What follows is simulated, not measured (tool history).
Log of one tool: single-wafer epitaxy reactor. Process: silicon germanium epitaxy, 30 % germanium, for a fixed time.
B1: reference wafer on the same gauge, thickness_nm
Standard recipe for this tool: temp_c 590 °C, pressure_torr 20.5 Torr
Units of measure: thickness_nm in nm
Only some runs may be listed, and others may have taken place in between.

run 1 hour=0 | temp_c=597 pressure_torr=22.2 | B1=57.381 | thickness_nm=56.043
run 2 hour=61.8 | temp_c=590 pressure_torr=20.5 | B1=57.328 | thickness_nm=48.848
run 3 hour=263.9 | temp_c=590 pressure_torr=20.5 | B1=57.462 | thickness_nm=48.57
-- hour=280.8 capacitance manometer re-zeroed and calibrated
run 4 hour=340.9 | temp_c=590 pressure_torr=20.5 | B1=57.456 | thickness_nm=49.665
run 5 hour=436.1 | temp_c=590 pressure_torr=19.2 | B1=57.456 | thickness_nm=49.18
run 6 hour=521 | temp_c=590 pressure_torr=19.2 | B1=57.4 | thickness_nm=49.019
run 7 hour=565.1 | temp_c=595 pressure_torr=20.5 | B1=57.442 | thickness_nm=54.22
run 8 hour=663.5 | temp_c=595 pressure_torr=20.5 | B1=57.389 | thickness_nm=54.327
run 9 hour=768.1 | temp_c=590 pressure_torr=20.5 | B1=57.448 | thickness_nm=50.298
run 10 hour=857.1 | temp_c=590 pressure_torr=20.5 | B1=57.428 | thickness_nm=50.262
run 11 hour=914 | temp_c=590 pressure_torr=20.5 | B1=57.376 | thickness_nm=50.304
run 12 hour=1005 | temp_c=590 pressure_torr=20.5 | B1=57.364 | thickness_nm=49.592
run 13 hour=1063.6 | temp_c=590 pressure_torr=20.5 | B1=57.41 | thickness_nm=50.054
run 14 hour=1102.4 | temp_c=590 pressure_torr=20.5 | B1=57.504 | thickness_nm=50.432
-- hour=1197.4 gauge calibrated
run 15 hour=1207.1 | temp_c=590 pressure_torr=20.5 | B1=57.373 | thickness_nm=49.69
-- hour=1256.1 capacitance manometer re-zeroed and calibrated
run 16 hour=1256.6 | temp_c=590 pressure_torr=20.5 | B1=57.456 | thickness_nm=50.492
-- hour=1304.3 pyrometer calibrated
run 17 hour=1304.8 | temp_c=590 pressure_torr=25 | B1=57.407 | thickness_nm=51.504
run 18 hour=1372.1 | temp_c=603 pressure_torr=17.6 | B1=57.386 | thickness_nm=58.038
run 19 hour=1467 | temp_c=576 pressure_torr=17.5 | B1=57.39 | thickness_nm=37.057
run 20 hour=1559.2 | temp_c=579 pressure_torr=15.7 | B1=57.297 | thickness_nm=38.226
run 21 hour=1607.2 | temp_c=590 pressure_torr=18.3 | B1=57.441 | thickness_nm=47.522
run 22 hour=1681.9 | temp_c=590 pressure_torr=25.5 | B1=57.392 | thickness_nm=52.003
run 23 hour=1781.2 | temp_c=590 pressure_torr=20.5 | B1=57.408 | thickness_nm=48.788
-- hour=1847.2 showerhead replaced
run 24 hour=1861.4 | temp_c=580 pressure_torr=24.4 | B1=57.403 | thickness_nm=43.539
run 25 hour=1968 | temp_c=576 pressure_torr=25 | B1=57.405 | thickness_nm=40.933
run 26 hour=2074.5 | temp_c=590 pressure_torr=20.5 | B1=57.391 | thickness_nm=48.587
run 27 hour=2155.2 | temp_c=590 pressure_torr=20.5 | B1=57.293 | thickness_nm=48.665
run 28 hour=2246.7 | temp_c=590 pressure_torr=20.5 | B1=57.433 | thickness_nm=49.116
run 29 hour=2288.7 | temp_c=597 pressure_torr=23 | B1=57.453 | thickness_nm=55.647
run 30 hour=2334.2 | temp_c=590 pressure_torr=20.5 | B1=57.399 | thickness_nm=48.51
run 31 hour=2441.1 | temp_c=577 pressure_torr=23 | B1=57.46 | thickness_nm=40.089
-- hour=2449.2 capacitance manometer re-zeroed and calibrated
run 32 hour=2507.4 | temp_c=585 pressure_torr=22.1 | B1=57.37 | thickness_nm=46.974
run 33 hour=2563.5 | temp_c=576 pressure_torr=15.7 | B1=57.419 | thickness_nm=37.021

Run-by-run hidden state of the tool:
gauge reads high (%): 0 on each run
H1: wafer temperature above the value expected at the setpoint (K)
H2: true pressure above the setpoint (%)
run=1 H1=1.04 H2=-5.26
run=2 H1=1.11 H2=-6.07
run=3 H1=1.34 H2=-9.09
run=4 H1=1.42 H2=1.15
run=5 H1=1.53 H2=1.01
run=6 H1=1.63 H2=0.773
run=7 H1=1.68 H2=0.612
run=8 H1=1.79 H2=0.156
run=9 H1=1.91 H2=-0.476
run=10 H1=2.01 H2=-1.13
run=11 H1=2.07 H2=-1.61
run=12 H1=2.18 H2=-2.47
run=13 H1=2.24 H2=-3.09
run=14 H1=2.29 H2=-3.52
run=15 H1=2.41 H2=-4.79
run=16 H1=2.46 H2=-0.152
run=17 H1=0.0824 H2=-0.169
run=18 H1=0.159 H2=-0.246
run=19 H1=0.266 H2=-0.461
run=20 H1=0.371 H2=-0.791
run=21 H1=0.425 H2=-1.01
run=22 H1=0.51 H2=-1.41
run=23 H1=0.622 H2=-2.07
run=24 H1=0.713 H2=-2.7
run=25 H1=0.834 H2=-3.67
run=26 H1=0.955 H2=-4.81
run=27 H1=1.05 H2=-5.77
run=28 H1=1.15 H2=-6.97
run=29 H1=1.2 H2=-7.56
run=30 H1=1.25 H2=-8.23
run=31 H1=1.37 H2=-9.91
run=32 H1=1.45 H2=1.12
run=33 H1=1.51 H2=1.05

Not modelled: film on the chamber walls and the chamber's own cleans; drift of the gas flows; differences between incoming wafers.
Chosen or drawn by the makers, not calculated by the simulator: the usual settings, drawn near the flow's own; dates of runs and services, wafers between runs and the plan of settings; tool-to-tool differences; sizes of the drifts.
